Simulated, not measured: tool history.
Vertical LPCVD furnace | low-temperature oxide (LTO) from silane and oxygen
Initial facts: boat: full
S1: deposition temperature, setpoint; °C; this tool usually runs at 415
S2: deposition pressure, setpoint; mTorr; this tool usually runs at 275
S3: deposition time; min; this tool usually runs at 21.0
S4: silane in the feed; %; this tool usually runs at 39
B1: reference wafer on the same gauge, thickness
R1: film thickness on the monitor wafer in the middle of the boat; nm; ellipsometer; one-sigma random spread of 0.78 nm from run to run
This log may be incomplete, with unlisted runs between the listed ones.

run	hour	S1	S2	S3	S4	B1	R1
1	0.0	415	275	21.0	41	281.31	301.66
2	48.1	415	275	21.0	41	281.81	301.83
3	60.5	415	275	21.0	41	282.20	301.90
4	82.6	406	275	21.0	39	282.43	258.19
5	113.9	415	275	21.0	39	283.07	285.46
6	138.9	415	275	21.0	39	283.40	286.27
7	160.5	415	275	21.0	39	283.90	286.88
# hour 208.9: gauge calibrated
# hour 219.1: thermocouples replaced and temperature profile calibrated
8	219.6	415	275	21.0	39	278.57	282.69
9	223.3	415	275	18.0	39	278.67	241.66
# hour 255.5: pressure gauge zeroed
10	256.0	415	275	18.0	39	278.57	241.71
11	268.0	415	275	18.0	39	278.74	240.46
12	303.9	415	275	21.0	39	278.63	280.95
13	384.2	418	310	17.5	45	279.07	317.65
14	406.7	408	275	21.0	39	278.99	261.64
15	440.1	415	275	21.0	39	279.31	282.74
16	475.7	415	250	21.0	39	279.77	257.40
17	504.9	415	330	21.0	39	279.88	340.45
18	533.9	422	275	21.0	42	280.12	330.01
19	549.1	415	275	21.0	33	280.25	228.62
# hour 588.6: silane flow controller replaced
20	589.1	415	275	21.0	39	280.71	283.41
21	614.8	415	275	15.5	39	280.85	209.47
22	638.7	415	275	21.0	39	281.24	284.07
23	653.9	415	275	21.0	39	281.45	283.71
24	677.6	415	275	21.0	44	281.88	324.88
25	705.3	415	210	21.0	39	282.33	217.97
26	735.6	415	275	21.0	39	282.53	285.31
27	766.0	415	275	21.0	39	283.03	284.28
28	791.2	415	305	21.0	35	283.57	278.89
29	824.6	415	275	21.0	34	284.00	242.20
30	853.1	415	315	27.0	39	284.47	422.98
31	887.4	415	210	21.0	46	285.28	260.85

Some steps in R1 between neighbouring runs. How much of each would the tool show without its hidden state too (settings, what came in, random variation), and how much is left for the hidden state, with any gauge scatter that isn't in both results?
Unlogged tool condition in this case: true tube temperature minus thermocouple reading, K; true pressure minus gauge reading, mTorr; deviation of the silane flow from its setpoint, %; gauge reads high (%).
Run 7 -> 8: gauge calibrated, thermocouples replaced and temperature profile calibrated. R1 -4.19 nm: hidden state -5.29, all else +1.10.
Run 24 -> 25: S2 275 -> 210, S4 44 -> 39. R1 -106.91 nm: hidden state -1.14, all else -105.77.
Run 29 -> 30: S2 275 -> 315, S3 21.0 -> 27.0, S4 34 -> 39. R1 +180.78 nm: hidden state +4.62, all else +176.16.
Run 30 -> 31: S2 315 -> 210, S3 27.0 -> 21.0, S4 39 -> 46. R1 -162.13 nm: hidden state -3.17, all else -158.96.

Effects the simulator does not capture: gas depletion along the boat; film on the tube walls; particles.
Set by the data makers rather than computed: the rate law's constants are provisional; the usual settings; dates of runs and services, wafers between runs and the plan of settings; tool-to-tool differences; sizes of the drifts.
